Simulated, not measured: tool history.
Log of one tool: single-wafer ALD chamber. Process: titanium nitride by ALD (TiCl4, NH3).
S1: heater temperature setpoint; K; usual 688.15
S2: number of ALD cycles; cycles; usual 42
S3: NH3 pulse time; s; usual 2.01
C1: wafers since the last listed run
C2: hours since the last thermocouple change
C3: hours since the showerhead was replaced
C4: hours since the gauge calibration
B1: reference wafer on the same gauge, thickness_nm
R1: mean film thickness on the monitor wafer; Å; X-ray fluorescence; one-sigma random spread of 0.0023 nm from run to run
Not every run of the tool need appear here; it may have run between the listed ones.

{"run": 1, "hour": 0.0, "S1": 688.15, "S2": 42, "S3": 2.01, "C1": 0, "C2": 1636.5, "C3": 4874.5, "C4": 1873.3, "B1": 1.105, "R1": 9.26}
{"run": 2, "hour": 41.0, "S1": 688.15, "S2": 42, "S3": 2.01, "C1": 247, "C2": 1677.5, "C3": 4915.5, "C4": 1914.3, "B1": 1.105, "R1": 9.23}
{"hour": 118.8, "done": "thermocouple changed; heater temperature recalibrated"}
{"run": 3, "hour": 126.6, "S1": 688.15, "S2": 42, "S3": 2.01, "C1": 467, "C2": 7.8, "C3": 5001.1, "C4": 1999.9, "B1": 1.105, "R1": 9.27}
{"run": 4, "hour": 229.7, "S1": 688.15, "S2": 42, "S3": 2.01, "C1": 621, "C2": 110.9, "C3": 5104.2, "C4": 2103, "B1": 1.105, "R1": 9.26}
{"run": 5, "hour": 309.3, "S1": 688.15, "S2": 42, "S3": 2.01, "C1": 479, "C2": 190.5, "C3": 5183.8, "C4": 2182.6, "B1": 1.105, "R1": 9.27}
{"run": 6, "hour": 405.7, "S1": 688.15, "S2": 42, "S3": 2.01, "C1": 580, "C2": 286.9, "C3": 5280.2, "C4": 2279, "B1": 1.104, "R1": 9.3}
{"run": 7, "hour": 492.8, "S1": 688.15, "S2": 42, "S3": 2.01, "C1": 524, "C2": 374, "C3": 5367.3, "C4": 2366.1, "B1": 1.105, "R1": 9.29}
{"run": 8, "hour": 595.2, "S1": 688.15, "S2": 42, "S3": 2.01, "C1": 617, "C2": 476.4, "C3": 5469.7, "C4": 2468.5, "B1": 1.106, "R1": 9.23}
{"run": 9, "hour": 632.7, "S1": 688.15, "S2": 42, "S3": 2.01, "C1": 225, "C2": 513.9, "C3": 5507.2, "C4": 2506, "B1": 1.105, "R1": 9.3}
{"run": 10, "hour": 691.7, "S1": 688.15, "S2": 42, "S3": 2.01, "C1": 355, "C2": 572.9, "C3": 5566.2, "C4": 2565, "B1": 1.105, "R1": 9.23}
{"run": 11, "hour": 775.4, "S1": 688.15, "S2": 42, "S3": 2.01, "C1": 504, "C2": 656.6, "C3": 5649.9, "C4": 2648.7, "B1": 1.105, "R1": 9.29}
{"run": 12, "hour": 843.8, "S1": 688.15, "S2": 42, "S3": 2.01, "C1": 412, "C2": 725, "C3": 5718.3, "C4": 2717.1, "B1": 1.105, "R1": 9.26}
{"run": 13, "hour": 939.1, "S1": 688.15, "S2": 42, "S3": 2.01, "C1": 574, "C2": 820.3, "C3": 5813.6, "C4": 2812.4, "B1": 1.105, "R1": 9.27}
{"run": 14, "hour": 993.0, "S1": 688.15, "S2": 42, "S3": 2.01, "C1": 324, "C2": 874.2, "C3": 5867.5, "C4": 2866.3, "B1": 1.105, "R1": 9.28}
{"run": 15, "hour": 1035.9, "S1": 688.15, "S2": 42, "S3": 2.01, "C1": 258, "C2": 917.1, "C3": 5910.4, "C4": 2909.2, "B1": 1.105, "R1": 9.27}
{"hour": 1051.4, "done": "gauge calibrated"}
{"hour": 1079.5, "done": "showerhead replaced"}
{"run": 16, "hour": 1121.1, "S1": 688.15, "S2": 42, "S3": 2.01, "C1": 465, "C2": 1002.3, "C3": 41.6, "C4": 69.7, "B1": 1.105, "R1": 9.31}
{"run": 17, "hour": 1191.4, "S1": 688.15, "S2": 35, "S3": 1.62, "C1": 423, "C2": 1072.6, "C3": 111.9, "C4": 140, "B1": 1.105, "R1": 7.7}
{"run": 18, "hour": 1264.2, "S1": 693.15, "S2": 39, "S3": 2.01, "C1": 438, "C2": 1145.4, "C3": 184.7, "C4": 212.8, "B1": 1.105, "R1": 8.61}
{"run": 19, "hour": 1311.9, "S1": 688.15, "S2": 42, "S3": 2.01, "C1": 287, "C2": 1193.1, "C3": 232.4, "C4": 260.5, "B1": 1.105, "R1": 9.3}
{"run": 20, "hour": 1446.4, "S1": 688.15, "S2": 42, "S3": 2.01, "C1": 810, "C2": 1327.6, "C3": 366.9, "C4": 395, "B1": 1.105, "R1": 9.29}
{"run": 21, "hour": 1508.5, "S1": 700.15, "S2": 49, "S3": 1.23, "C1": 374, "C2": 1389.7, "C3": 429, "C4": 457.1, "B1": 1.105, "R1": 10.72}
{"run": 22, "hour": 1598.9, "S1": 688.15, "S2": 42, "S3": 2.01, "C1": 544, "C2": 1480.1, "C3": 519.4, "C4": 547.5, "B1": 1.105, "R1": 9.26}
{"run": 23, "hour": 1704.0, "S1": 703.15, "S2": 44, "S3": 2.01, "C1": 633, "C2": 1585.2, "C3": 624.5, "C4": 652.6, "B1": 1.105, "R1": 9.78}
{"run": 24, "hour": 1777.2, "S1": 688.15, "S2": 42, "S3": 2.01, "C1": 441, "C2": 1658.4, "C3": 697.7, "C4": 725.8, "B1": 1.106, "R1": 9.3}
{"hour": 1832.3, "done": "thermocouple changed; heater temperature recalibrated"}
{"run": 25, "hour": 1867.6, "S1": 688.15, "S2": 45, "S3": 2.75, "C1": 496, "C2": 35.3, "C3": 788.1, "C4": 816.2, "B1": 1.105, "R1": 9.97}
{"run": 26, "hour": 1908.2, "S1": 701.15, "S2": 37, "S3": 1.22, "C1": 244, "C2": 75.9, "C3": 828.7, "C4": 856.8, "B1": 1.104, "R1": 8.06}
{"run": 27, "hour": 2003.1, "S1": 688.15, "S2": 42, "S3": 2.01, "C1": 571, "C2": 170.8, "C3": 923.6, "C4": 951.7, "B1": 1.105, "R1": 9.26}
{"run": 28, "hour": 2058.8, "S1": 678.15, "S2": 34, "S3": 2.77, "C1": 335, "C2": 226.5, "C3": 979.3, "C4": 1007.4, "B1": 1.105, "R1": 7.6}
{"run": 29, "hour": 2119.7, "S1": 688.15, "S2": 48, "S3": 2.01, "C1": 367, "C2": 287.4, "C3": 1040.2, "C4": 1068.3, "B1": 1.105, "R1": 10.59}
{"run": 30, "hour": 2170.0, "S1": 700.15, "S2": 48, "S3": 2.24, "C1": 303, "C2": 337.7, "C3": 1090.5, "C4": 1118.6, "B1": 1.105, "R1": 10.69}
{"run": 31, "hour": 2265.1, "S1": 688.15, "S2": 42, "S3": 2.01, "C1": 573, "C2": 432.8, "C3": 1185.6, "C4": 1213.7, "B1": 1.105, "R1": 9.27}
{"run": 32, "hour": 2351.0, "S1": 677.15, "S2": 42, "S3": 2.01, "C1": 517, "C2": 518.7, "C3": 1271.5, "C4": 1299.6, "B1": 1.105, "R1": 9.22}

The tool's hidden state at each run:
wafer temperature above the value expected at the setpoint (K): 0 at every run
gauge reads high (%): 0 at every run
